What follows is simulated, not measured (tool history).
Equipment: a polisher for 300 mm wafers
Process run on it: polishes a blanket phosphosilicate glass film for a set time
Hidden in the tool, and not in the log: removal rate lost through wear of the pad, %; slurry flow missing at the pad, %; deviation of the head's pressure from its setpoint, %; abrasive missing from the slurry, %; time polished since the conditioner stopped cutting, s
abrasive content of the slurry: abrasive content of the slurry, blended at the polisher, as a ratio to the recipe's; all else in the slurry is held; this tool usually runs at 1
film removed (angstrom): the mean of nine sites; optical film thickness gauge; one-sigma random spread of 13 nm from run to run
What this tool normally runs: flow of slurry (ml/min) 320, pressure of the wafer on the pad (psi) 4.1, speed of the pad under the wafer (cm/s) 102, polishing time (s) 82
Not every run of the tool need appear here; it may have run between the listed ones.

| run | hour | flow of slurry (ml/min) | pressure of the wafer on the pad (psi) | speed of the pad under the wafer (cm/s) | abrasive content of the slurry | polishing time (s) | wafers since the last listed run | wafers polished on this pad | hours since the slurry nozzle was cleaned | hours since the head pressure was calibrated | hours since the slurry blender was calibrated | hours since the conditioning disc was replaced | incoming thickness of the incoming film, nm | film removed (angstrom) |
|---|---|---|---|---|---|---|---|---|---|---|---|---|---|---|
| 1 | 0 | 320 | 4.1 | 102 | 1 | 82 | 0 | 2810 | 292 | 1041.3 | 140.5 | 336.3 | 3568.5 | 8415 |
|  | 0.8 | conditioning disc replaced and pad reconditioned |
| 2 | 50.1 | 320 | 4.1 | 102 | 1 | 82 | 511 | 3322 | 342.1 | 1091.4 | 190.6 | 49.3 | 3614.3 | 8145 |
|  | 82.7 | worn pad replaced by a new one |
|  | 121.6 | head pressure recalibrated |
| 3 | 123.5 | 320 | 4.1 | 102 | 1 | 82 | 699 | 402 | 415.5 | 1.9 | 264 | 122.7 | 3628 | 9006 |
|  | 223.1 | slurry nozzle cleaned |
|  | 239.7 | slurry blender recalibrated |
| 4 | 316 | 320 | 4.1 | 102 | 1 | 82 | 1966 | 2369 | 92.9 | 194.4 | 76.3 | 315.2 | 3680.3 | 8706 |
|  | 400.4 | conditioning disc replaced and pad reconditioned |
| 5 | 414.3 | 320 | 4.1 | 102 | 1 | 82 | 999 | 3368 | 191.2 | 292.7 | 174.6 | 13.9 | 3656.9 | 8307 |
|  | 429.3 | worn pad replaced by a new one |
| 6 | 520.9 | 320 | 4.1 | 102 | 1 | 82 | 1064 | 950 | 297.8 | 399.3 | 281.2 | 120.5 | 3640 | 8676 |
| 7 | 590.9 | 320 | 4.1 | 90 | 1 | 82 | 726 | 1677 | 367.8 | 469.3 | 351.2 | 190.5 | 3605.5 | 7738 |
|  | 651.2 | slurry blender recalibrated |
| 8 | 665.7 | 320 | 4.1 | 90 | 1 | 82 | 755 | 2432 | 442.6 | 544.1 | 14.5 | 265.3 | 3571.1 | 7265 |
| 9 | 731.3 | 320 | 4.1 | 102 | 1 | 70 | 680 | 3112 | 508.2 | 609.7 | 80.1 | 330.9 | 3682.8 | 6834 |
|  | 759.8 | conditioning disc replaced and pad reconditioned |
| 10 | 803.7 | 320 | 4.1 | 102 | 1 | 70 | 730 | 3843 | 580.6 | 682.1 | 152.5 | 43.9 | 3566.2 | 6374 |
|  | 805.3 | slurry nozzle cleaned |
|  | 840.8 | worn pad replaced by a new one |
| 11 | 859 | 320 | 4.1 | 102 | 1 | 70 | 521 | 188 | 53.7 | 737.4 | 207.8 | 99.2 | 3578.7 | 7617 |
| 12 | 956.8 | 320 | 4.1 | 102 | 1 | 82 | 1014 | 1203 | 151.5 | 835.2 | 305.6 | 197 | 3664.3 | 8584 |
|  | 973.8 | slurry blender recalibrated |
| 13 | 999.8 | 320 | 4.1 | 102 | 0.85 | 82 | 425 | 1628 | 194.5 | 878.2 | 26 | 240 | 3648 | 7436 |
|  | 1010.5 | head pressure recalibrated |
| 14 | 1103.7 | 320 | 3.1 | 132 | 1.2 | 82 | 1057 | 2685 | 298.4 | 93.2 | 129.9 | 343.9 | 3678.9 | 9974 |
| 15 | 1151.1 | 320 | 5.1 | 102 | 0.8 | 82 | 491 | 3177 | 345.8 | 140.6 | 177.3 | 391.3 | 3636 | 8209 |
|  | 1156.8 | conditioning disc replaced and pad reconditioned |
| 16 | 1190.6 | 320 | 5.5 | 102 | 1 | 82 | 389 | 3566 | 385.3 | 180.1 | 216.8 | 33.8 | 3655.4 | 10000 |
|  | 1207.2 | worn pad replaced by a new one |
| 17 | 1282.8 | 320 | 4.1 | 102 | 0.8 | 54 | 915 | 784 | 477.5 | 272.3 | 309 | 126 | 3638.1 | 5131 |
|  | 1359.2 | slurry nozzle cleaned |
| 18 | 1380.6 | 320 | 4.1 | 90 | 1 | 82 | 1004 | 1788 | 21.4 | 370.1 | 406.8 | 223.8 | 3562 | 7941 |
|  | 1401.2 | slurry blender recalibrated |
| 19 | 1485.1 | 235 | 4.1 | 122 | 0.85 | 82 | 1063 | 2852 | 125.9 | 474.6 | 83.9 | 328.3 | 3634.5 | 8484 |
|  | 1545.7 | conditioning disc replaced and pad reconditioned |
| 20 | 1550.5 | 320 | 4.1 | 102 | 1 | 64 | 657 | 3510 | 191.3 | 540 | 149.3 | 4.8 | 3619.4 | 6432 |
|  | 1565.6 | worn pad replaced by a new one |
| 21 | 1597.7 | 320 | 2.7 | 122 | 0.7 | 60 | 448 | 333 | 238.5 | 587.2 | 196.5 | 52 | 3653.1 | 4488 |
| 22 | 1691.8 | 320 | 4.1 | 102 | 1 | 91 | 976 | 1309 | 332.6 | 681.3 | 290.6 | 146.1 | 3599.7 | 9797 |
| 23 | 1746 | 320 | 4.1 | 102 | 1 | 82 | 562 | 1872 | 386.8 | 735.5 | 344.8 | 200.3 | 3566.6 | 8494 |
|  | 1813.8 | slurry blender recalibrated |
| 24 | 1834.8 | 320 | 3.6 | 102 | 1 | 82 | 900 | 2772 | 475.6 | 824.3 | 21 | 289.1 | 3615.7 | 7644 |
| 25 | 1878.5 | 320 | 4.1 | 90 | 1 | 82 | 453 | 3225 | 519.3 | 868 | 64.7 | 332.8 | 3615.2 | 7207 |

Each row is a separate what-if for the run after 25, all from the same tool condition, not one after another. Results?
| A | 1878.9 | 355 | 4.1 | 102 | 1 | 82 | 4 | 3230 | 519.7 | 868.4 | 65.1 | 333.2 | 3619.4 | ? |
| B | 1878.9 | 320 | 4.1 | 86 | 1 | 100 | 4 | 3230 | 519.7 | 868.4 | 65.1 | 333.2 | 3619.4 | ? |
| C | 1878.9 | 320 | 4.1 | 118 | 1 | 82 | 4 | 3230 | 519.7 | 868.4 | 65.1 | 333.2 | 3619.4 | ? |
| D | 1878.9 | 320 | 3.2 | 102 | 1 | 82 | 4 | 3230 | 519.7 | 868.4 | 65.1 | 333.2 | 3619.4 | ? |

| run | film removed (angstrom) |
|---|---|
| A | 8121 |
| B | 8594 |
| C | 9076 |
| D | 7013 |
Stripped of hidden state, with their random variation kept, the same runs would have yielded:
| run | film removed (angstrom) |
|---|---|
| A | 9783 |
| B | 10352 |
| C | 10933 |
| D | 8449 |
